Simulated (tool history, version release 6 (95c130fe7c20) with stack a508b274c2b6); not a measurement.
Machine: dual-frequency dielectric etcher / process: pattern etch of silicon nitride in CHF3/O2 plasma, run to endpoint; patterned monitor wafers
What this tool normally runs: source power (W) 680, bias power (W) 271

run,hour,source power (W),bias power (W),"incoming incoming film thickness, nm",endpoint time (s)
1,0,680,271,106.3,61.6
2,8.8,680,271,105.7,61
3,21.2,680,271,106.8,62.1
4,29.9,680,308,105.5,58.9
5,36.4,680,308,106.1,58.9
6,46.2,680,308,106.4,59.1
# hour 81.9: upper electrode replaced
7,82.4,680,271,106.3,62.4
8,82.7,680,271,106.9,62.3
9,86.6,550,319,105.8,63.9
10,96.6,680,271,106.9,62
11,103.1,680,271,106.5,61.6
12,109.2,770,271,106.5,58
13,120,770,271,104.6,57.4
14,135.6,770,271,106.5,57.9
15,151.4,680,271,104.9,60.9
16,161.6,680,236,105.9,63.6
17,172.4,680,271,105.2,60.7
18,179.3,680,271,105.8,61.6
19,193.5,790,249,106.5,58.7
# hour 200.9: source power generator calibrated
# hour 230.9: wet clean of the chamber
20,231.4,680,271,106.1,62.3
21,231.7,620,334,105.9,60.4
22,232,610,271,105.1,63.7
23,238.1,740,215,106.9,63.5
24,254,620,299,105.4,61.9
# hour 269.5: bias power generator calibrated
25,270,600,211,105.5,69.5
26,284.5,760,295,106,56.9
27,292.7,570,304,106.3,65
28,309.8,780,313,106.7,55.7
29,323.8,680,327,106.3,57.9
30,334.7,520,336,107,65.4
31,342.1,680,271,106.5,61.8
32,358.4,810,271,105.4,56.8
33,369.9,680,271,107.4,61.4
34,381.9,810,215,106,60.4
35,388.7,510,303,105.8,68.3

List, for all runs, the conditions of the tool that the log does not record:
etch rate over this chamber's usual, %: 0 in every run
source power that arrives over what is set, %: 0 in every run
bias power that arrives over what is set, %: 0 in every run
